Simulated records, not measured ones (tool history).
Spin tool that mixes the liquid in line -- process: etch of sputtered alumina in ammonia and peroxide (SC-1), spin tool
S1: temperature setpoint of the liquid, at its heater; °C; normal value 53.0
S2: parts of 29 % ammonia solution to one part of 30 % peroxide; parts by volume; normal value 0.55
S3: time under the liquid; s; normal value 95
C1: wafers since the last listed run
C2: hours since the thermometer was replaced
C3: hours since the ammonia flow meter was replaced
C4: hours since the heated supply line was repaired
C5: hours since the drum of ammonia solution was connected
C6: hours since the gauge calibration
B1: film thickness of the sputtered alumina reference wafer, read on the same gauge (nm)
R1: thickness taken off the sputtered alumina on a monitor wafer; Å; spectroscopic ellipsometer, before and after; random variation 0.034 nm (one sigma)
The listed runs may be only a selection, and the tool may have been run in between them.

| run | hour | S1 | S2 | S3 | C1 | C2 | C3 | C4 | C5 | C6 | B1 | R1 |
|---|---|---|---|---|---|---|---|---|---|---|---|---|
| 1 | 0.0 | 53.0 | 0.55 | 95 | 0 | 27.1 | 933.0 | 661.9 | 32.3 | 2830.5 | 59.981 | 37.06 |
| 2 | 101.0 | 58.0 | 0.55 | 95 | 789 | 128.1 | 1034.0 | 762.9 | 133.3 | 2931.5 | 59.994 | 46.57 |
|  | 106.4 | heated supply line repaired |
| 3 | 193.7 | 53.0 | 0.55 | 95 | 717 | 220.8 | 1126.7 | 87.3 | 226.0 | 3024.2 | 59.979 | 38.25 |
| 4 | 286.0 | 53.0 | 0.55 | 95 | 721 | 313.1 | 1219.0 | 179.6 | 318.3 | 3116.5 | 60.028 | 38.41 |
| 5 | 327.6 | 60.0 | 0.70 | 110 | 325 | 354.7 | 1260.6 | 221.2 | 359.9 | 3158.1 | 59.990 | 64.85 |
|  | 353.1 | ammonia flow meter replaced |
| 6 | 374.9 | 53.0 | 0.55 | 95 | 362 | 402.0 | 21.8 | 268.5 | 407.2 | 3205.4 | 60.003 | 37.26 |
| 7 | 442.3 | 53.0 | 0.55 | 95 | 527 | 469.4 | 89.2 | 335.9 | 474.6 | 3272.8 | 59.979 | 37.04 |
| 8 | 699.5 | 53.0 | 0.40 | 95 | 2011 | 726.6 | 346.4 | 593.1 | 731.8 | 3530.0 | 59.985 | 34.73 |
|  | 745.8 | heated supply line repaired |
| 9 | 782.7 | 60.5 | 0.35 | 95 | 642 | 809.8 | 429.6 | 36.9 | 815.0 | 3613.2 | 60.008 | 53.57 |
| 10 | 820.1 | 45.0 | 0.55 | 95 | 292 | 847.2 | 467.0 | 74.3 | 852.4 | 3650.6 | 60.018 | 23.77 |
|  | 874.7 | new drum of ammonia solution connected |
| 11 | 899.9 | 53.0 | 0.55 | 130 | 616 | 927.0 | 546.8 | 154.1 | 25.2 | 3730.4 | 60.008 | 50.50 |
|  | 954.8 | gauge calibrated |
| 12 | 991.8 | 44.5 | 0.35 | 65 | 718 | 1018.9 | 638.7 | 246.0 | 117.1 | 37.0 | 59.988 | 14.75 |
| 13 | 1078.5 | 45.5 | 0.75 | 70 | 678 | 1105.6 | 725.4 | 332.7 | 203.8 | 123.7 | 60.001 | 17.93 |
| 14 | 1182.8 | 44.5 | 0.65 | 125 | 815 | 1209.9 | 829.7 | 437.0 | 308.1 | 228.0 | 60.003 | 28.87 |
| 15 | 1260.8 | 53.0 | 0.65 | 95 | 610 | 1287.9 | 907.7 | 515.0 | 386.1 | 306.0 | 60.007 | 35.57 |
| 16 | 1350.8 | 53.0 | 0.45 | 60 | 703 | 1377.9 | 997.7 | 605.0 | 476.1 | 396.0 | 60.022 | 21.19 |
| 17 | 1420.4 | 53.0 | 0.55 | 140 | 544 | 1447.5 | 1067.3 | 674.6 | 545.7 | 465.6 | 59.981 | 50.31 |
| 18 | 1459.5 | 46.0 | 0.55 | 95 | 305 | 1486.6 | 1106.4 | 713.7 | 584.8 | 504.7 | 60.017 | 22.65 |
|  | 1474.8 | heated supply line repaired |
|  | 1487.5 | thermometer replaced |
| 19 | 1510.1 | 58.0 | 0.55 | 95 | 380 | 22.6 | 1157.0 | 35.3 | 635.4 | 555.3 | 59.978 | 51.80 |
| 20 | 1567.2 | 53.0 | 0.35 | 55 | 446 | 79.7 | 1214.1 | 92.4 | 692.5 | 612.4 | 60.018 | 21.90 |
| 21 | 1660.5 | 47.5 | 0.55 | 95 | 729 | 173.0 | 1307.4 | 185.7 | 785.8 | 705.7 | 59.998 | 28.33 |
| 22 | 1754.0 | 56.0 | 0.55 | 150 | 731 | 266.5 | 1400.9 | 279.2 | 879.3 | 799.2 | 59.998 | 70.38 |
|  | 1840.6 | new drum of ammonia solution connected |
| 23 | 1841.1 | 50.0 | 0.55 | 75 | 673 | 353.6 | 1488.0 | 366.3 | 0.5 | 886.3 | 60.006 | 25.44 |
|  | 1855.8 | ammonia flow meter replaced |
| 24 | 1912.5 | 53.0 | 0.55 | 95 | 550 | 425.0 | 56.7 | 437.7 | 71.9 | 957.7 | 60.032 | 37.12 |

Predict each of these 4 candidate next runs independently; none follows another, all start after run 24:
| A | 1912.9 | 53.0 | 0.25 | 95 | 3 | 425.4 | 57.1 | 438.1 | 72.3 | 958.1 | ? | ? |
| B | 1912.9 | 53.0 | 0.80 | 95 | 3 | 425.4 | 57.1 | 438.1 | 72.3 | 958.1 | ? | ? |
| C | 1912.9 | 44.5 | 0.70 | 130 | 3 | 425.4 | 57.1 | 438.1 | 72.3 | 958.1 | ? | ? |
| D | 1912.9 | 62.5 | 0.45 | 150 | 3 | 425.4 | 57.1 | 438.1 | 72.3 | 958.1 | ? | ? |

| run | B1 | R1 |
|---|---|---|
| A | 60.000 | 34.27 |
| B | 60.000 | 38.27 |
| C | 60.000 | 32.12 |
| D | 60.000 | 94.38 |
Take away the tool's hidden state, keep each run's random variation, and the runs would have read:
| run | R1 |
|---|---|
| A | 37.03 |
| B | 41.35 |
| C | 34.87 |
| D | 101.48 |

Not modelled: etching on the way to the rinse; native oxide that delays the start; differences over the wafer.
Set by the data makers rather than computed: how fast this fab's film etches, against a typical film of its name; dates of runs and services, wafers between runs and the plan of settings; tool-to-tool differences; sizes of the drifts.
